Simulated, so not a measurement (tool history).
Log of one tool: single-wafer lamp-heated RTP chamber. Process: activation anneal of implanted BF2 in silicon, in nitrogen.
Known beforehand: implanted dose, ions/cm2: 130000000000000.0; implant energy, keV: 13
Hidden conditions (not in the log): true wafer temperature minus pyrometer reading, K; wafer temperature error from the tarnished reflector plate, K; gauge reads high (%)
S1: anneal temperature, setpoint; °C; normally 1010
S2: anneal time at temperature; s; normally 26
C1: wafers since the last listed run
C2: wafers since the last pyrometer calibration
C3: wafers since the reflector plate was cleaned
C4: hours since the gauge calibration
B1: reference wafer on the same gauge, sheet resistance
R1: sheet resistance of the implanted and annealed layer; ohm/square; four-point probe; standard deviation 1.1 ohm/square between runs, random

run,hour,S1,S2,C1,C2,C3,C4,B1,R1
1,0.0,1010,26,0,3345,1440,573.9,804.00,730.07
2,122.2,1010,26,1498,4843,2939,696.1,803.89,727.63
3,188.0,986,26,807,5651,3746,761.9,804.22,736.48
4,274.9,1010,26,1065,6716,4812,848.8,804.04,727.03
# hour 305.8: pyrometer window cleaned and pyrometer calibrated
5,327.4,1010,26,545,264,5358,901.3,803.97,730.74
6,412.5,1010,26,1043,1308,6402,986.4,803.86,731.33
# hour 458.4: reflector plate cleaned
7,624.4,1010,26,2501,3809,2035,1198.3,804.06,730.44
8,706.2,1010,26,1003,4812,3038,1280.1,803.97,729.35
9,758.2,1010,26,637,5450,3676,1332.1,803.87,727.98
10,844.3,1010,26,1056,6506,4732,1418.2,803.77,726.70
# hour 861.5: pyrometer window cleaned and pyrometer calibrated
11,885.3,1010,26,404,291,5137,1459.2,804.19,731.37
# hour 963.2: reflector plate cleaned
12,986.6,1010,35,1144,1436,287,1560.5,804.10,725.64
13,1085.3,1010,35,1210,2647,1497,1659.2,803.82,725.15
14,1161.2,1010,26,930,3578,2428,1735.1,804.24,730.23
15,1266.5,1010,26,1291,4869,3720,1840.4,803.84,729.59
16,1340.5,1000,26,907,5777,4628,1914.4,803.77,733.43
17,1423.6,987,36,1019,6796,5647,1997.5,803.96,727.38
# hour 1439.9: pyrometer window cleaned and pyrometer calibrated
# hour 1448.4: reflector plate cleaned
18,1495.7,997,17,688,586,580,2069.6,803.93,740.51
19,1541.3,989,26,559,1145,1140,2115.2,804.02,737.84
20,1609.7,1010,26,838,1984,1979,2183.6,804.13,731.37
21,1716.9,1038,37,1314,3299,3293,2290.8,804.02,706.82
22,1812.5,1027,11,1172,4472,4466,2386.4,804.15,738.18
# hour 1902.3: reflector plate cleaned
23,1902.8,1010,26,1009,5481,5,2476.7,804.31,730.09
# hour 1938.6: pyrometer window cleaned and pyrometer calibrated
24,1956.2,1010,26,556,215,562,2530.1,804.15,731.75
25,2034.4,997,20,959,1174,1521,2608.3,803.91,741.08
# hour 2034.8: gauge calibrated
26,2095.4,1027,31,748,1922,2270,60.6,803.82,720.60
27,2195.4,997,40,1226,3149,3496,160.6,803.85,728.69
28,2301.3,995,26,1298,4448,4795,266.5,803.96,734.98
# hour 2399.2: pyrometer window cleaned and pyrometer calibrated
29,2399.7,1010,26,1108,6,5904,364.9,804.04,731.61
# hour 2423.4: reflector plate cleaned
30,2485.3,982,21,951,958,759,450.5,804.19,741.88
31,2561.9,1035,18,939,1897,1698,527.1,804.23,730.76

Below are 4 alternative next runs, each starting from the tool's condition after run 31. Predict each:
A,2562.3,999,26,4,1902,1703,527.5,?,?
B,2562.3,995,12,4,1902,1703,527.5,?,?
C,2562.3,1038,21,4,1902,1703,527.5,?,?
D,2562.3,996,19,4,1902,1703,527.5,?,?

run,B1,R1
A,804.06,735.33
B,804.06,745.76
C,804.06,725.04
D,804.06,740.29
With no hidden state in the tool, these same runs would have given:
run,R1
A,735.75
B,746.01
C,725.92
D,740.60
